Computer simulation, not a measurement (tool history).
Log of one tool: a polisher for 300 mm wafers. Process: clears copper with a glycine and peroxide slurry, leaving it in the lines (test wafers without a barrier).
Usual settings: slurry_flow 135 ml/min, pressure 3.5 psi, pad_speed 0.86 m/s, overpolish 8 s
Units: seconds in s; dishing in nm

run,day,slurry_flow,pressure,pad_speed,overpolish,wafers since the last listed run,wafers polished on this pad,hours since the slurry nozzle was cleaned,hours since the head pressure was calibrated,"incoming thickness of the incoming film, nm",seconds,dishing
1,0.000,135,3.5,0.86,7,0,2276,55.8,125.3,533.3,96.7,17.6
2,1.683,135,3.5,0.86,7,478,2754,96.2,165.7,538.1,99.6,17.5
3,3.896,135,3.5,0.86,7,628,3382,149.3,218.8,542.1,101.4,17.4
4,6.162,135,3.5,0.86,8,643,4026,203.7,273.2,528.5,99.4,18.3
5,10.042,135,3.5,0.86,8,1101,5128,296.8,366.3,531.0,104.9,18.3
# day 12.450: worn pad replaced by a new one
6,14.354,135,3.5,0.86,8,1177,541,400.3,469.8,526.9,108.4,17.4
7,17.246,135,3.5,0.86,8,821,1362,469.7,539.2,543.6,109.5,17.0
8,21.317,135,3.5,0.86,8,1156,2518,567.4,636.9,528.5,106.9,17.2
# day 21.717: slurry nozzle cleaned
9,25.333,135,3.5,0.86,8,1128,3647,86.8,733.3,529.2,101.9,18.0
10,29.446,135,3.5,0.86,8,1167,4815,185.5,832.0,538.8,107.9,18.1
# day 30.442: head pressure recalibrated
11,33.346,135,2.8,0.86,8,1083,5899,279.1,69.7,532.4,115.4,16.9
# day 33.854: worn pad replaced by a new one
12,37.592,135,2.8,0.86,8,1158,1061,381.0,171.6,525.0,116.9,17.7
13,41.667,135,2.8,0.86,8,1157,2218,478.8,269.4,536.9,123.2,15.9
14,45.942,135,2.7,0.86,8,1214,3433,581.4,372.0,527.5,130.9,16.1
# day 47.775: slurry nozzle cleaned
15,47.958,135,2.7,0.86,8,560,3993,4.4,420.4,524.0,119.1,16.8
16,52.329,135,2.7,0.86,8,1241,5235,109.3,525.3,535.7,126.6,16.7
17,53.879,135,3.5,0.86,8,440,5675,146.5,562.5,530.0,103.8,18.8
# day 56.275: worn pad replaced by a new one
18,58.175,110,4.1,1.14,8,1172,539,249.6,665.6,531.2,75.0,20.7
19,60.129,135,3.5,0.86,8,554,1094,296.5,712.5,523.3,102.4,18.0
# day 63.025: head pressure recalibrated
20,70.283,135,2.9,0.86,8,2860,3954,540.2,174.2,533.7,121.9,16.7
# day 71.567: slurry nozzle cleaned
21,72.650,135,3.5,0.86,5,660,4615,26.0,231.0,545.0,99.4,14.7
22,74.267,135,2.4,0.86,8,459,5074,64.8,269.8,540.0,137.6,16.1
23,76.388,135,3.5,0.86,8,602,5676,115.7,320.7,529.2,98.6,18.7
24,80.762,135,3.5,0.86,8,1242,6918,220.7,425.7,540.1,104.0,18.7
# day 82.254: worn pad replaced by a new one
25,85.092,135,3.9,1.14,8,1182,805,324.6,529.6,532.7,75.5,20.9
26,87.500,135,3.5,0.98,8,683,1489,382.4,587.4,538.3,95.3,18.7
# day 92.108: head pressure recalibrated
27,95.721,160,3.1,0.78,8,2311,3800,579.7,86.7,543.5,114.7,17.7
# day 96.312: slurry nozzle cleaned
28,99.771,160,3.5,0.86,11,1138,4939,83.0,183.9,530.3,91.8,21.6
29,101.642,115,3.5,0.86,8,531,5470,127.9,228.8,526.6,100.9,18.0
# day 103.067: worn pad replaced by a new one
30,105.383,135,3.5,0.86,8,1015,658,217.7,318.6,534.2,103.3,18.0
31,107.033,135,2.8,0.86,8,468,1126,257.3,358.2,533.7,124.0,16.1
32,109.175,135,2.6,0.86,5,608,1734,308.7,409.6,533.3,132.8,11.5
33,110.696,135,2.7,0.86,5,431,2166,345.2,446.1,538.1,132.0,12.0
34,115.179,165,3.5,0.86,8,1273,3440,452.8,553.7,540.4,102.0,18.6

The tool's hidden state at each run:
removal rate lost through wear of the pad, %: 0 in every run
H1: slurry flow missing at the pad, %
H2: deviation of the head's pressure from its setpoint, %
run,H1,H2
1,8.86,-5.05
2,12.5,-6.16
3,16.3,-7.38
4,19.2,-8.4
5,22.5,-9.74
6,24.7,-10.8
7,25.6,-11.3
8,26.4,-11.8
9,12.5,-12.2
10,19,-12.4
11,22.7,-2.44
12,25.1,-5.51
13,26.4,-7.55
14,27.2,-9.02
15,1.05,-9.54
16,11.8,-10.4
17,14.3,-10.6
18,19.2,-11.1
19,20.7,-11.3
20,24.4,-6.23
21,4.49,-7.49
22,8.67,-8.2
23,13,-9
24,18.8,-10.2
25,22.1,-11.1
26,23.3,-11.4
27,25.4,-3.26
28,10,-6.03
29,13.5,-7.01
30,18.4,-8.54
31,19.9,-9.07
32,21.4,-9.65
33,22.3,-10
34,24,-10.8
